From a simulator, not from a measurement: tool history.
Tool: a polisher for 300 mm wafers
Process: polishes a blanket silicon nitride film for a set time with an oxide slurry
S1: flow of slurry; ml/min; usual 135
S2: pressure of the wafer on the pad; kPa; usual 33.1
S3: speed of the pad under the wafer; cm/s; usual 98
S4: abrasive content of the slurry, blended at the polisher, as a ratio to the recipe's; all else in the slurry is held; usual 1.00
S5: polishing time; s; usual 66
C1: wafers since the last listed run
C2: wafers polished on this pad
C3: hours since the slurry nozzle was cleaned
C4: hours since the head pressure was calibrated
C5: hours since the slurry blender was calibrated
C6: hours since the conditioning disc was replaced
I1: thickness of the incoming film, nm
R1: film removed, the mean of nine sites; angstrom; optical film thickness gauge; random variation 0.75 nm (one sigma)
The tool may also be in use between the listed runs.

Run 1, day 0.000: usual settings; C1 0; C2 862; C3 413.2; C4 1119.9; C5 111.2; C6 40.3; I1 407.6. Result: R1 528 angstrom.
At day 0.021: worn pad replaced by a new one.
Run 2, day 0.617: usual settings; C1 135; C2 135; C3 428.0; C4 1134.7; C5 126.0; C6 55.1; I1 411.9. Result: R1 520 angstrom.
Run 3, day 1.208: usual settings but S1 155 ml/min; C1 134; C2 270; C3 442.2; C4 1148.9; C5 140.2; C6 69.3; I1 409.1. Result: R1 535 angstrom.
Run 4, day 1.917: usual settings but S1 155 ml/min; C1 161; C2 432; C3 459.2; C4 1165.9; C5 157.2; C6 86.3; I1 414.3. Result: R1 533 angstrom.
Run 5, day 2.558: usual settings but S1 155 ml/min; C1 146; C2 578; C3 474.6; C4 1181.3; C5 172.6; C6 101.7; I1 409.2. Result: R1 521 angstrom.
Run 6, day 3.012: usual settings; C1 103; C2 682; C3 485.5; C4 1192.2; C5 183.5; C6 112.6; I1 411.1. Result: R1 516 angstrom.
Run 7, day 3.596: usual settings; C1 133; C2 815; C3 499.5; C4 1206.2; C5 197.5; C6 126.6; I1 412.7. Result: R1 492 angstrom.
At day 4.179: conditioning disc replaced and pad reconditioned.
At day 4.262: worn pad replaced by a new one.
Run 8, day 4.283: usual settings but S3 82 cm/s; C1 119; C2 4; C3 516.0; C4 1222.7; C5 214.0; C6 2.5; I1 411.9. Result: R1 480 angstrom.
Run 9, day 4.496: usual settings but S1 100 ml/min, S4 1.15; C1 48; C2 53; C3 521.1; C4 1227.8; C5 219.1; C6 7.6; I1 407.8. Result: R1 531 angstrom.
Run 10, day 4.892: usual settings but S1 100 ml/min, S4 1.15; C1 90; C2 143; C3 530.6; C4 1237.3; C5 228.6; C6 17.1; I1 408.0. Result: R1 540 angstrom.
Run 11, day 5.321: usual settings but S1 100 ml/min, S4 1.15; C1 97; C2 241; C3 540.9; C4 1247.6; C5 238.9; C6 27.4; I1 413.8. Result: R1 543 angstrom.
Run 12, day 5.792: usual settings; C1 107; C2 348; C3 552.2; C4 1258.9; C5 250.2; C6 38.7; I1 410.9. Result: R1 520 angstrom.
Run 13, day 6.383: usual settings but S5 55 s; C1 134; C2 483; C3 566.4; C4 1273.1; C5 264.4; C6 52.9; I1 404.9. Result: R1 439 angstrom.
Run 14, day 6.754: usual settings but S4 1.25, S5 86 s; C1 84; C2 568; C3 575.3; C4 1282.0; C5 273.3; C6 61.8; I1 413.8. Result: R1 769 angstrom.
Run 15, day 7.175: usual settings; C1 96; C2 664; C3 585.4; C4 1292.1; C5 283.4; C6 71.9; I1 415.4. Result: R1 533 angstrom.
At day 7.954: head pressure recalibrated.
Run 16, day 7.975: usual settings; C1 163; C2 827; C3 604.6; C4 0.5; C5 302.6; C6 91.1; I1 409.0. Result: R1 514 angstrom.
Run 17, day 8.504: usual settings but S1 110 ml/min, S3 112 cm/s, S4 0.75, S5 84 s; C1 120; C2 948; C3 617.3; C4 13.2; C5 315.3; C6 103.8; I1 403.6. Result: R1 562 angstrom.
At day 8.796: worn pad replaced by a new one.
Run 18, day 9.092: usual settings but S4 1.15, S5 60 s; C1 96; C2 67; C3 631.4; C4 27.3; C5 329.4; C6 117.9; I1 414.2. Result: R1 489 angstrom.
Run 19, day 9.454: usual settings but S1 120 ml/min, S2 28.3 kPa; C1 82; C2 150; C3 640.1; C4 36.0; C5 338.1; C6 126.6; I1 408.5. Result: R1 443 angstrom.
Run 20, day 9.767: usual settings but S4 1.15, S5 75 s; C1 71; C2 221; C3 647.6; C4 43.5; C5 345.6; C6 134.1; I1 407.0. Result: R1 600 angstrom.
At day 10.708: conditioning disc replaced and pad reconditioned.
At day 10.829: slurry nozzle cleaned.
At day 11.154: slurry blender recalibrated.
Run 21, day 11.771: usual settings but S1 175 ml/min, S2 43.4 kPa, S3 124 cm/s, S5 76 s; C1 409; C2 631; C3 22.6; C4 91.6; C5 14.8; C6 25.5; I1 409.7. Result: R1 922 angstrom.
At day 12.471: worn pad replaced by a new one.
Run 22, day 12.492: usual settings; C1 126; C2 4; C3 39.9; C4 108.9; C5 32.1; C6 42.8; I1 407.1. Result: R1 531 angstrom.
Run 23, day 12.979: usual settings; C1 111; C2 116; C3 51.6; C4 120.6; C5 43.8; C6 54.5; I1 408.0. Result: R1 530 angstrom.
Run 24, day 13.396: usual settings but S2 28.3 kPa, S5 44 s; C1 95; C2 211; C3 61.6; C4 130.6; C5 53.8; C6 64.5; I1 407.7. Result: R1 323 angstrom.
Run 25, day 14.104: usual settings; C1 161; C2 372; C3 78.6; C4 147.6; C5 70.8; C6 81.5; I1 414.6. Result: R1 520 angstrom.

Hidden state or all else? Some run-to-run changes of R1, split into what the settings, what came in and random variation would give without the hidden state, and what is left for the hidden state (with any gauge scatter that isn't in both results):
The hidden state here: removal rate lost through wear of the pad, %; slurry flow missing at the pad, %; deviation of the head's pressure from its setpoint, %; abrasive missing from the slurry, %; time polished since the conditioner stopped cutting, s.
Run 7 -> 8: S3 98 -> 82, conditioning disc replaced and pad reconditioned, worn pad replaced by a new one. R1 -12 angstrom: hidden state +39, all else -51.
Run 13 -> 14: S4 1.00 -> 1.25, S5 55 -> 86. R1 +330 angstrom: hidden state -11, all else +341.
Run 20 -> 21: S1 135 -> 175, S2 33.1 -> 43.4, S3 98 -> 124, S4 1.15 -> 1.00, S5 75 -> 76, conditioning disc replaced and pad reconditioned, slurry nozzle cleaned, slurry blender recalibrated. R1 +322 angstrom: hidden state +50, all else +272.
Run 21 -> 22: S1 175 -> 135, S2 43.4 -> 33.1, S3 124 -> 98, S5 76 -> 66, worn pad replaced by a new one. R1 -391 angstrom: hidden state +2, all else -393.
